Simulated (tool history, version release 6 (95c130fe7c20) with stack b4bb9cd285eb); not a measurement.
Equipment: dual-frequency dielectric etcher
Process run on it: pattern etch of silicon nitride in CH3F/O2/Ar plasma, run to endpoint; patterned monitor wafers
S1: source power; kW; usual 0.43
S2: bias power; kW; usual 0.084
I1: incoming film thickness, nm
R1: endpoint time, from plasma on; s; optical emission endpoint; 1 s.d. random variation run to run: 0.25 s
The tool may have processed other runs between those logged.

run    hour    S1     S2     I1    R1
  1       0  0.43  0.084  33.95  51.6
  2    56.4  0.43  0.084  34.05  51.8
  3   109.9  0.43  0.084   34.1  52.1
  4   213.5  0.43  0.084  33.82  51.8
      270.9  -- wet clean of the chamber
  5   271.4  0.43  0.084  34.19  51.3
  6   292.4  0.43  0.084  34.11  50.8
  7   355.2  0.43  0.084  34.52  51.7
  8   422.8  0.43  0.084  33.85  50.7
      428.9  -- bias power generator calibrated
  9   484.4  0.43  0.084  33.99  51.4
 10   520.6  0.43  0.084     34    51
 11   581.2  0.43  0.084  34.03    51
 12   611.7  0.43  0.079  34.04  53.6
      651.3  -- source power generator calibrated
 13   682.3  0.43  0.079  34.44  53.6
 14   706.5  0.43  0.084  34.17  51.9
 15   765.1  0.52  0.065   34.3  56.5
 16   790.2   0.5  0.094  34.14  48.2
      837.6  -- wet clean of the chamber
 17   844.7  0.36  0.084     34  52.6
      916.1  -- upper electrode replaced
 18   916.6  0.43  0.072  33.96  54.6
 19   957.8  0.43  0.084  34.22  51.3
 20   987.2  0.38  0.074  34.13  56.2
 21  1016.6  0.51    0.1  33.78  45.3
 22  1108.7  0.51  0.103  33.99  45.2
 23    1139  0.48  0.102  33.99    46
 24  1180.1  0.49  0.065  34.37  57.1
 25  1204.9  0.43  0.084  34.26    52
 26  1261.6  0.32  0.064  34.03  62.2
 27  1297.4   0.4  0.092  33.72  49.9
 28  1323.1  0.43  0.084  34.11  51.8
 29    1376  0.43  0.076     34  54.1

Branching from run 29: 5 alternative next runs. What would each branch give?
  A  1376.4  0.43  0.094  34.04   ?
  B  1376.4  0.52  0.091  34.04   ?
  C  1376.4  0.34  0.068  34.04   ?
  D  1376.4  0.32  0.094  34.04   ?
  E  1376.4  0.37    0.1  34.04   ?

run    R1
  A  49.6
  B  48.3
  C  60.2
  D  52.5
  E  49.6
The same runs, with their run-to-run variation unchanged, on a tool lacking any hidden condition would have given:
run    R1
  A  48.4
  B  47.1
  C  58.8
  D  51.2
  E  48.5
